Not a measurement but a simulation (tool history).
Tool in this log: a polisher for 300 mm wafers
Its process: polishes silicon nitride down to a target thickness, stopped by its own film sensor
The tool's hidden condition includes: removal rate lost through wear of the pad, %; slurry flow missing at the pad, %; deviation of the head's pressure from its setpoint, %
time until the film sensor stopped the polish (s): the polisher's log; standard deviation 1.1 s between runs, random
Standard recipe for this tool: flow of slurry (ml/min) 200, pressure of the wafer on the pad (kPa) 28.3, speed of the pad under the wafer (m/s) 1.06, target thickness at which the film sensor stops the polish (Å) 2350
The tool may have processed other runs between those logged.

| run | day | flow of slurry (ml/min) | pressure of the wafer on the pad (kPa) | speed of the pad under the wafer (m/s) | target thickness at which the film sensor stops the polish (Å) | wafers since the last listed run | wafers polished on this pad | hours since the slurry nozzle was cleaned | hours since the head pressure was calibrated | incoming thickness of the incoming film, nm | time until the film sensor stopped the polish (s) |
|---|---|---|---|---|---|---|---|---|---|---|---|
| 1 | 0.000 | 200 | 28.3 | 1.06 | 2350 | 0 | 2633 | 471.3 | 1089.2 | 375.8 | 72.1 |
|  | 1.662 | slurry nozzle cleaned |
| 2 | 2.721 | 200 | 28.3 | 1.34 | 2350 | 736 | 3369 | 25.4 | 1154.5 | 373.6 | 59.9 |
| 3 | 4.783 | 200 | 28.3 | 1.06 | 2160 | 566 | 3936 | 74.9 | 1204.0 | 373.4 | 79.4 |
|  | 7.712 | head pressure recalibrated |
| 4 | 7.733 | 200 | 28.3 | 0.76 | 2350 | 787 | 4724 | 145.7 | 0.5 | 371.6 | 87.1 |
| 5 | 10.629 | 200 | 28.3 | 0.76 | 2350 | 795 | 5519 | 215.2 | 70.0 | 366.5 | 89.2 |
| 6 | 13.942 | 200 | 28.3 | 1.06 | 2350 | 910 | 6430 | 294.7 | 149.5 | 370.5 | 80.9 |
|  | 14.458 | worn pad replaced by a new one |
| 7 | 15.992 | 200 | 28.3 | 1.16 | 2350 | 517 | 421 | 343.9 | 198.7 | 363.5 | 60.6 |
| 8 | 19.900 | 200 | 28.3 | 1.16 | 2350 | 1073 | 1495 | 437.7 | 292.5 | 371.6 | 66.2 |
|  | 21.133 | slurry nozzle cleaned |
| 9 | 21.712 | 200 | 28.3 | 1.16 | 2350 | 486 | 1981 | 13.9 | 336.0 | 370.6 | 61.1 |
| 10 | 25.058 | 200 | 35.2 | 1.06 | 2350 | 919 | 2901 | 94.2 | 416.3 | 369.5 | 51.9 |
| 11 | 28.158 | 200 | 35.2 | 1.06 | 2350 | 851 | 3753 | 168.6 | 490.7 | 365.2 | 53.5 |
| 12 | 31.858 | 200 | 35.2 | 1.06 | 2350 | 1016 | 4769 | 257.4 | 579.5 | 369.5 | 58.3 |
| 13 | 34.817 | 200 | 28.3 | 1.06 | 2070 | 812 | 5582 | 328.4 | 650.5 | 370.9 | 90.5 |
|  | 37.433 | worn pad replaced by a new one |
| 14 | 38.512 | 200 | 28.3 | 1.06 | 2070 | 969 | 296 | 417.1 | 739.2 | 371.7 | 82.1 |
|  | 40.217 | slurry nozzle cleaned |
| 15 | 41.438 | 200 | 28.3 | 1.06 | 2070 | 792 | 1089 | 29.3 | 809.4 | 373.4 | 77.0 |
| 16 | 43.238 | 200 | 28.3 | 1.06 | 2350 | 494 | 1583 | 72.5 | 852.6 | 374.5 | 66.4 |
| 17 | 47.525 | 200 | 28.3 | 1.06 | 2350 | 1178 | 2761 | 175.4 | 955.5 | 365.4 | 63.0 |
| 18 | 49.404 | 200 | 28.3 | 1.06 | 2350 | 516 | 3278 | 220.5 | 1000.6 | 370.2 | 70.5 |
| 19 | 50.975 | 200 | 36.5 | 1.06 | 2040 | 431 | 3709 | 258.2 | 1038.3 | 366.5 | 65.6 |
| 20 | 52.788 | 200 | 21.4 | 1.06 | 2350 | 498 | 4207 | 301.7 | 1081.8 | 370.4 | 95.9 |
| 21 | 55.317 | 260 | 28.3 | 1.22 | 2350 | 694 | 4902 | 362.4 | 1142.5 | 368.2 | 62.8 |
|  | 56.554 | worn pad replaced by a new one |
|  | 58.058 | slurry nozzle cleaned |
| 22 | 58.825 | 200 | 28.3 | 1.06 | 2350 | 906 | 612 | 18.4 | 1226.7 | 366.8 | 61.3 |
| 23 | 61.254 | 200 | 28.3 | 1.06 | 2350 | 667 | 1279 | 76.7 | 1285.0 | 374.7 | 65.1 |
| 24 | 63.454 | 200 | 28.3 | 1.06 | 2350 | 604 | 1884 | 129.5 | 1337.8 | 371.1 | 65.1 |
| 25 | 65.329 | 145 | 21.4 | 1.36 | 2350 | 515 | 2399 | 174.5 | 1382.8 | 369.4 | 78.9 |
| 26 | 68.608 | 200 | 19.3 | 1.06 | 2150 | 901 | 3300 | 253.2 | 1461.5 | 373.8 | 117.3 |
|  | 69.438 | head pressure recalibrated |
| 27 | 70.596 | 230 | 31.0 | 1.06 | 2690 | 523 | 3823 | 300.9 | 27.8 | 365.5 | 44.6 |
| 28 | 74.838 | 200 | 28.3 | 1.06 | 2350 | 1165 | 4989 | 402.7 | 129.6 | 368.2 | 72.0 |
| 29 | 78.667 | 200 | 28.3 | 1.06 | 2350 | 1052 | 6041 | 494.6 | 221.5 | 369.5 | 81.1 |
|  | 79.488 | slurry nozzle cleaned |
|  | 80.188 | worn pad replaced by a new one |
| 30 | 80.842 | 265 | 33.8 | 1.06 | 2350 | 540 | 180 | 32.5 | 273.7 | 368.9 | 49.3 |
| 31 | 83.867 | 180 | 34.5 | 1.06 | 2110 | 831 | 1011 | 105.1 | 346.3 | 365.1 | 61.0 |
| 32 | 88.042 | 200 | 28.3 | 1.30 | 2350 | 1147 | 2158 | 205.3 | 446.5 | 364.3 | 56.6 |
| 33 | 92.221 | 250 | 28.3 | 1.06 | 2600 | 1148 | 3307 | 305.6 | 546.8 | 367.5 | 53.6 |
| 34 | 94.446 | 200 | 28.3 | 1.06 | 2350 | 611 | 3918 | 359.0 | 600.2 | 371.7 | 71.7 |
| 35 | 96.500 | 200 | 36.5 | 1.28 | 2350 | 564 | 4482 | 408.3 | 649.5 | 371.1 | 51.0 |
| 36 | 99.521 | 200 | 28.3 | 1.06 | 2350 | 830 | 5313 | 480.8 | 722.0 | 375.5 | 81.1 |
|  | 99.821 | slurry nozzle cleaned |
| 37 | 101.417 | 200 | 28.3 | 1.06 | 2800 | 509 | 5822 | 38.3 | 767.5 | 375.6 | 50.8 |

Here are 3 independent what-if runs from the current tool condition. What would each one return?
| A | 101.433 | 200 | 28.3 | 1.06 | 2350 | 4 | 5827 | 38.7 | 767.9 | 370.9 | ? |
| B | 101.433 | 200 | 28.3 | 1.06 | 2030 | 4 | 5827 | 38.7 | 767.9 | 370.9 | ? |
| C | 101.433 | 200 | 33.8 | 0.86 | 2760 | 4 | 5827 | 38.7 | 767.9 | 370.9 | ? |

| run | time until the film sensor stopped the polish (s) |
|---|---|
| A | 71.1 |
| B | 87.8 |
| C | 46.7 |
With no hidden state in the tool, these same runs would have given:
| run | time until the film sensor stopped the polish (s) |
|---|---|
| A | 59.7 |
| B | 73.8 |
| C | 39.3 |

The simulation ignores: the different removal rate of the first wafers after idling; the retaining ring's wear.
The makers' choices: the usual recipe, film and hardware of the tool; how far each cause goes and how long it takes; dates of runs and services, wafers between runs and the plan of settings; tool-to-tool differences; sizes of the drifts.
